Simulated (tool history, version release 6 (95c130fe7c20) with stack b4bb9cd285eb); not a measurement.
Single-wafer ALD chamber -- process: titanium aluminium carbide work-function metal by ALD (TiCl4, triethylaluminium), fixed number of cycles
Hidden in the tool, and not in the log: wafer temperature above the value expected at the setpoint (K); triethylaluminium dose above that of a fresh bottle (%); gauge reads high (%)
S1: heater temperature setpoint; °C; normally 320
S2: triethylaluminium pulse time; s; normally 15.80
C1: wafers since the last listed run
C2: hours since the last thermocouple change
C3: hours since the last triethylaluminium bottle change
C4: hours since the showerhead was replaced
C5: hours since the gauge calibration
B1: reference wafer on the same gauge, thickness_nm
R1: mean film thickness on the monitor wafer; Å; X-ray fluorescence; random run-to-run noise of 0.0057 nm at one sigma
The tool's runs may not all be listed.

run,hour,S1,S2,C1,C2,C3,C4,C5,B1,R1
1,0.0,320,11.86,0,1507.7,1543.6,6909.5,347.9,2.341,20.91
2,12.5,330,11.75,90,1520.2,1556.1,6922.0,360.4,2.343,21.86
3,28.5,330,11.75,115,1536.2,1572.1,6938.0,376.4,2.341,21.91
4,38.3,320,15.80,71,1546.0,1581.9,6947.8,386.2,2.337,22.06
5,47.5,320,15.80,66,1555.2,1591.1,6957.0,395.4,2.340,22.07
6,55.2,320,15.80,55,1562.9,1598.8,6964.7,403.1,2.340,22.06
7,64.1,320,15.80,64,1571.8,1607.7,6973.6,412.0,2.342,22.06
8,72.3,313,11.34,59,1580.0,1615.9,6981.8,420.2,2.338,19.96
9,88.4,313,11.34,116,1596.1,1632.0,6997.9,436.3,2.340,19.96
# hour 100.0: triethylaluminium bottle replaced
10,103.9,320,18.75,54,1611.6,3.9,7013.4,451.8,2.341,22.91
# hour 110.2: gauge calibrated
11,118.9,310,15.80,108,1626.6,18.9,7028.4,8.7,2.342,21.77
12,135.0,315,13.91,116,1642.7,35.0,7044.5,24.8,2.340,22.17
13,147.5,320,15.80,90,1655.2,47.5,7057.0,37.3,2.340,22.83
14,164.0,327,15.80,119,1671.7,64.0,7073.5,53.8,2.339,23.55
15,175.5,314,19.46,83,1683.2,75.5,7085.0,65.3,2.339,22.27
16,183.9,320,15.80,60,1691.6,83.9,7093.4,73.7,2.341,22.76
17,201.3,306,20.54,126,1709.0,101.3,7110.8,91.1,2.338,21.44
18,216.8,320,15.80,112,1724.5,116.8,7126.3,106.6,2.340,22.72
19,225.5,311,18.62,63,1733.2,125.5,7135.0,115.3,2.341,21.84
20,239.9,308,13.59,104,1747.6,139.9,7149.4,129.7,2.341,21.27
# hour 254.7: showerhead replaced
21,255.2,308,19.19,52,1762.9,155.2,0.5,145.0,2.341,21.54
# hour 264.3: thermocouple changed; heater temperature recalibrated
22,265.9,311,10.56,19,1.6,165.9,11.2,155.7,2.339,20.97
23,275.0,311,10.56,65,10.7,175.0,20.3,164.8,2.340,20.92
24,283.2,320,15.80,59,18.9,183.2,28.5,173.0,2.343,22.71
25,292.1,320,15.80,64,27.8,192.1,37.4,181.9,2.340,22.81
26,307.2,320,15.80,109,42.9,207.2,52.5,197.0,2.339,22.73
27,331.2,313,11.34,173,66.9,231.2,76.5,221.0,2.341,21.15
28,340.7,308,18.63,68,76.4,240.7,86.0,230.5,2.339,21.58
29,347.5,309,19.18,49,83.2,247.5,92.8,237.3,2.340,21.71
30,358.3,328,12.46,78,94.0,258.3,103.6,248.1,2.340,23.09
31,366.9,311,21.36,62,102.6,266.9,112.2,256.7,2.340,21.92
32,380.1,325,20.80,95,115.8,280.1,125.4,269.9,2.342,23.34

Below, each run's measurement less what the same run would have read without the hidden state. Both values contain the same run-to-run variation, but the gauge's scatter may not be the same in both:
run,R1
1,-1.59
2,-1.70
3,-1.71
4,-0.74
5,-0.73
6,-0.74
7,-0.74
8,-1.71
9,-1.71
10,+0.00
11,-0.01
12,-0.03
13,-0.03
14,-0.04
15,-0.01
16,-0.04
17,-0.01
18,-0.07
19,-0.02
20,-0.13
21,-0.03
22,-0.33
23,-0.35
24,-0.10
25,-0.11
26,-0.12
27,-0.39
28,-0.05
29,-0.05
30,-0.36
31,-0.03
32,-0.04
